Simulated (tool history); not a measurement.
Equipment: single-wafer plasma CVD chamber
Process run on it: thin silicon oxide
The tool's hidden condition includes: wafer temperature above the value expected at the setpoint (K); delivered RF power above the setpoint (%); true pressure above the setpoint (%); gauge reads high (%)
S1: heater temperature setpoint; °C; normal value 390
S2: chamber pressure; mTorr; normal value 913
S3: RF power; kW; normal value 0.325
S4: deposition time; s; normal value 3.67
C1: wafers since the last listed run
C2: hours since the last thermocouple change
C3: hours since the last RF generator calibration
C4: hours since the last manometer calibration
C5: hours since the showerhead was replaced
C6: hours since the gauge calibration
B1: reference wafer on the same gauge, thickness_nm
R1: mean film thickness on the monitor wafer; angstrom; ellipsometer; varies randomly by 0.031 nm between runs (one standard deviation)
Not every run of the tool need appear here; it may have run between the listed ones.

Run 1, day 0: usual settings but S4 3.88 s; C1 0; C2 1775.9; C3 1185.5; C4 759.8; C5 4293.6; C6 217.2; B1 6.631. Result: R1 72.15 angstrom.
Run 2, day 0.546: usual settings but S2 1006 mTorr; C1 402; C2 1789; C3 1198.6; C4 772.9; C5 4306.7; C6 230.3; B1 6.639. Result: R1 74.33 angstrom.
Run 3, day 1.279: usual settings but S2 1006 mTorr; C1 541; C2 1806.6; C3 1216.2; C4 790.5; C5 4324.3; C6 247.9; B1 6.637. Result: R1 74.12 angstrom.
Run 4, day 1.954: usual settings but S2 1006 mTorr; C1 498; C2 1822.8; C3 1232.4; C4 806.7; C5 4340.5; C6 264.1; B1 6.644. Result: R1 73.64 angstrom.
At day 3.588: thermocouple changed; heater temperature recalibrated.
At day 3.925: showerhead replaced.
Run 5, day 4.029: usual settings; C1 1039; C2 10.6; C3 1282.2; C4 856.5; C5 2.5; C6 313.9; B1 6.641. Result: R1 68.15 angstrom.
Run 6, day 4.617: usual settings; C1 433; C2 24.7; C3 1296.3; C4 870.6; C5 16.6; C6 328; B1 6.635. Result: R1 68.42 angstrom.
At day 4.65: gauge calibrated.
At day 5.179: RF generator calibrated.
Run 7, day 5.2: usual settings but S2 853 mTorr; C1 184; C2 38.7; C3 0.5; C4 884.6; C5 30.6; C6 13.2; B1 6.639. Result: R1 66.86 angstrom.
Run 8, day 5.583: usual settings but S2 853 mTorr; C1 283; C2 47.9; C3 9.7; C4 893.8; C5 39.8; C6 22.4; B1 6.639. Result: R1 66.7 angstrom.
Run 9, day 6.304: usual settings but S1 382 °C, S4 3.14 s; C1 532; C2 65.2; C3 27; C4 911.1; C5 57.1; C6 39.7; B1 6.649. Result: R1 60.83 angstrom.
Run 10, day 7.046: usual settings but S1 382 °C, S4 3.14 s; C1 547; C2 83; C3 44.8; C4 928.9; C5 74.9; C6 57.5; B1 6.644. Result: R1 60.88 angstrom.
Run 11, day 7.35: usual settings; C1 224; C2 90.3; C3 52.1; C4 936.2; C5 82.2; C6 64.8; B1 6.647. Result: R1 70.57 angstrom.
Run 12, day 7.9: usual settings but S1 394 °C, S2 1010 mTorr, S3 0.345 kW; C1 406; C2 103.5; C3 65.3; C4 949.4; C5 95.4; C6 78; B1 6.645. Result: R1 78.38 angstrom.
Run 13, day 8.442: usual settings; C1 399; C2 116.5; C3 78.3; C4 962.4; C5 108.4; C6 91; B1 6.645. Result: R1 71.39 angstrom.
Run 14, day 9.092: usual settings but S1 384 °C, S2 1002 mTorr, S3 0.36 kW, S4 3.26 s; C1 479; C2 132.1; C3 93.9; C4 978; C5 124; C6 106.6; B1 6.644. Result: R1 71.56 angstrom.
Run 15, day 9.525: usual settings but S1 378 °C, S2 1055 mTorr, S3 0.365 kW, S4 4.02 s; C1 319; C2 142.5; C3 104.3; C4 988.4; C5 134.4; C6 117; B1 6.64. Result: R1 91.76 angstrom.
Run 16, day 10.138: usual settings but S2 1018 mTorr, S3 0.37 kW; C1 452; C2 157.2; C3 119; C4 1003.1; C5 149.1; C6 131.7; B1 6.636. Result: R1 82.12 angstrom.
Run 17, day 10.817: usual settings but S1 394 °C, S4 3.13 s; C1 501; C2 173.5; C3 135.3; C4 1019.4; C5 165.4; C6 148; B1 6.646. Result: R1 60.45 angstrom.
At day 11.271: capacitance manometer re-zeroed and calibrated.
Run 18, day 11.292: usual settings but S3 0.385 kW; C1 104; C2 184.9; C3 146.7; C4 0.5; C5 176.8; C6 159.4; B1 6.646. Result: R1 75.98 angstrom.
Run 19, day 11.9: usual settings but S1 396 °C, S3 0.27 kW, S4 3.86 s; C1 449; C2 199.5; C3 161.3; C4 15.1; C5 191.4; C6 174; B1 6.636. Result: R1 67.5 angstrom.
Run 20, day 12.417: usual settings; C1 381; C2 211.9; C3 173.7; C4 27.5; C5 203.8; C6 186.4; B1 6.644. Result: R1 70.43 angstrom.
Run 21, day 13.275: usual settings but S1 378 °C, S2 1055 mTorr, S3 0.365 kW, S4 4.02 s; C1 633; C2 232.5; C3 194.3; C4 48.1; C5 224.4; C6 207; B1 6.631. Result: R1 92.54 angstrom.
Run 22, day 13.85: usual settings but S1 405 °C, S3 0.36 kW; C1 424; C2 246.3; C3 208.1; C4 61.9; C5 238.2; C6 220.8; B1 6.636. Result: R1 73.31 angstrom.
Run 23, day 14.421: usual settings but S1 383 °C, S2 846 mTorr; C1 421; C2 260; C3 221.8; C4 75.6; C5 251.9; C6 234.5; B1 6.635. Result: R1 66.37 angstrom.
Run 24, day 14.712: usual settings but S2 1006 mTorr; C1 215; C2 267; C3 228.8; C4 82.6; C5 258.9; C6 241.5; B1 6.642. Result: R1 76.72 angstrom.
Run 25, day 15.025: usual settings; C1 230; C2 274.5; C3 236.3; C4 90.1; C5 266.4; C6 249; B1 6.641. Result: R1 70.36 angstrom.
Run 26, day 15.562: usual settings; C1 396; C2 287.4; C3 249.2; C4 103; C5 279.3; C6 261.9; B1 6.639. Result: R1 70.42 angstrom.
Run 27, day 15.871: usual settings; C1 227; C2 294.8; C3 256.6; C4 110.4; C5 286.7; C6 269.3; B1 6.64. Result: R1 70.32 angstrom.
Run 28, day 16.542: usual settings but S1 403 °C, S3 0.37 kW, S4 3.35 s; C1 495; C2 310.9; C3 272.7; C4 126.5; C5 302.8; C6 285.4; B1 6.64. Result: R1 67.29 angstrom.
Run 29, day 17.038: usual settings but S1 382 °C, S4 4.39 s; C1 366; C2 322.8; C3 284.6; C4 138.4; C5 314.7; C6 297.3; B1 6.633. Result: R1 84.44 angstrom.

Predict each of these 4 candidate next runs independently; none follows another, all start after run 29:
Run A, day 17.054: usual settings but S2 777 mTorr; C1 12; C2 323.2; C3 285; C4 138.8; C5 315.1; C6 297.7; B1 ?. Result: R1 ?.
Run B, day 17.054: usual settings but S2 1047 mTorr; C1 12; C2 323.2; C3 285; C4 138.8; C5 315.1; C6 297.7; B1 ?. Result: R1 ?.
Run C, day 17.054: usual settings but S2 1077 mTorr, S4 4.15 s; C1 12; C2 323.2; C3 285; C4 138.8; C5 315.1; C6 297.7; B1 ?. Result: R1 ?.
Run D, day 17.054: usual settings but S1 384 °C, S2 843 mTorr; C1 12; C2 323.2; C3 285; C4 138.8; C5 315.1; C6 297.7; B1 ?. Result: R1 ?.

run     B1     R1
  A  6.641  60.34
  B  6.641  78.11
  C  6.641  90.06
  D  6.641  65.66
Without the tool's hidden state the same runs would have given:
run     R1
  A  61.12
  B  79.11
  C  91.21
  D   66.5
